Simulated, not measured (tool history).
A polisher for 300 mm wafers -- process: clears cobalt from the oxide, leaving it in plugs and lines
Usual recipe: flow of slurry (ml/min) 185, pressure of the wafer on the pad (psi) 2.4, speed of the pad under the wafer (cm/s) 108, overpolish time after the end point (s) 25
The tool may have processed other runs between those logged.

run,hour,flow of slurry (ml/min),pressure of the wafer on the pad (psi),speed of the pad under the wafer (cm/s),overpolish time after the end point (s),wafers since the last listed run,wafers polished on this pad,hours since the slurry nozzle was cleaned,hours since the head pressure was calibrated,"incoming thickness of the incoming film, nm",time until the end point was called (s),dishing of a wide line in a test structure (nm)
1,0.0,185,2.4,108,25,0,1266,179.6,1044.7,320.8,47.7,47.2
# hour 54.6: worn pad replaced by a new one
2,55.1,185,2.4,108,25,477,4,234.7,1099.8,319.9,48.9,47.3
3,64.7,185,2.4,108,25,89,94,244.3,1109.4,321.1,50.2,48.3
4,96.0,185,2.4,86,25,292,386,275.6,1140.7,323.5,57.5,46.5
5,129.8,185,2.4,86,25,315,702,309.4,1174.5,324.2,55.5,47.1
6,145.0,185,2.4,86,25,141,844,324.6,1189.7,321.1,58.0,46.3
7,158.3,185,2.4,108,25,124,968,337.9,1203.0,318.6,47.6,48.3
8,171.0,185,2.4,108,25,118,1087,350.6,1215.7,322.6,48.9,47.9
9,196.6,215,2.6,108,25,239,1326,376.2,1241.3,323.8,44.7,48.1
10,219.1,215,2.6,108,25,210,1536,398.7,1263.8,319.1,43.0,48.2
11,244.5,185,2.4,108,25,237,1773,424.1,1289.2,323.8,50.1,47.8
# hour 251.1: worn pad replaced by a new one
12,280.4,185,2.4,108,25,297,273,460.0,1325.1,318.1,46.9,48.6
13,294.7,185,2.4,108,25,133,407,474.3,1339.4,323.4,49.8,48.0
14,315.6,185,2.4,108,25,195,602,495.2,1360.3,317.9,48.9,46.9
15,333.0,185,2.4,108,25,162,765,512.6,1377.7,321.5,48.4,47.8
# hour 344.6: head pressure recalibrated
16,358.1,155,2.4,108,20,215,980,537.7,13.5,317.2,55.3,44.0
17,372.6,155,2.4,108,20,135,1116,552.2,28.0,314.2,52.9,44.5
# hour 401.0: slurry nozzle cleaned
# hour 422.4: worn pad replaced by a new one
18,422.9,155,2.2,136,15,423,4,21.9,78.3,321.3,49.2,42.8
19,454.1,185,2.4,86,25,291,296,53.1,109.5,315.6,60.7,45.9
20,482.9,185,2.4,108,25,268,564,81.9,138.3,325.4,53.8,47.4
21,507.2,215,2.6,72,19,226,791,106.2,162.6,317.4,63.2,42.3
22,530.3,185,2.4,80,25,215,1007,129.3,185.7,318.3,64.7,45.8
23,557.4,185,2.4,108,25,253,1260,156.4,212.8,317.5,49.5,46.5
24,589.5,160,2.2,122,19,299,1560,188.5,244.9,324.7,51.9,45.1
# hour 599.9: worn pad replaced by a new one
25,620.6,215,2.6,108,25,253,193,219.6,276.0,314.9,46.5,47.6
26,682.0,235,1.7,124,11,573,766,281.0,337.4,317.3,55.1,34.5
27,714.9,165,2.8,108,25,307,1073,313.9,370.3,321.0,45.6,48.3
28,745.2,185,2.4,126,25,283,1356,344.2,400.6,316.2,44.3,47.6
29,758.4,205,1.9,108,10,123,1480,357.4,413.8,319.2,58.7,31.4
# hour 769.9: worn pad replaced by a new one
30,771.1,210,1.9,92,31,81,11,370.1,426.5,315.6,65.0,46.4
31,791.4,160,2.2,122,19,189,201,390.4,446.8,315.7,49.3,44.3
32,812.9,185,2.4,108,25,200,401,411.9,468.3,320.8,49.8,47.4
33,844.9,185,1.7,108,17,298,700,443.9,500.3,320.6,63.4,39.6
34,863.8,185,2.4,130,10,176,877,462.8,519.2,326.4,43.6,36.9
35,878.7,185,2.4,108,25,139,1016,477.7,534.1,320.4,49.0,48.1

3 options for the next run, each taken on its own from the tool as it stands now. Forecast them:
A,879.2,185,2.4,108,25,4,1021,478.2,534.6,320.0,?,?
B,879.2,120,2.1,108,18,4,1021,478.2,534.6,320.0,?,?
C,879.2,170,2.4,108,25,4,1021,478.2,534.6,320.0,?,?

run,time until the end point was called (s),dishing of a wide line in a test structure (nm)
A,49.0,47.9
B,58.7,41.8
C,49.7,47.8
Without the tool's unlogged condition, the same runs would have read:
run,time until the end point was called (s),dishing of a wide line in a test structure (nm)
A,51.7,47.5
B,62.0,40.9
C,52.4,47.3
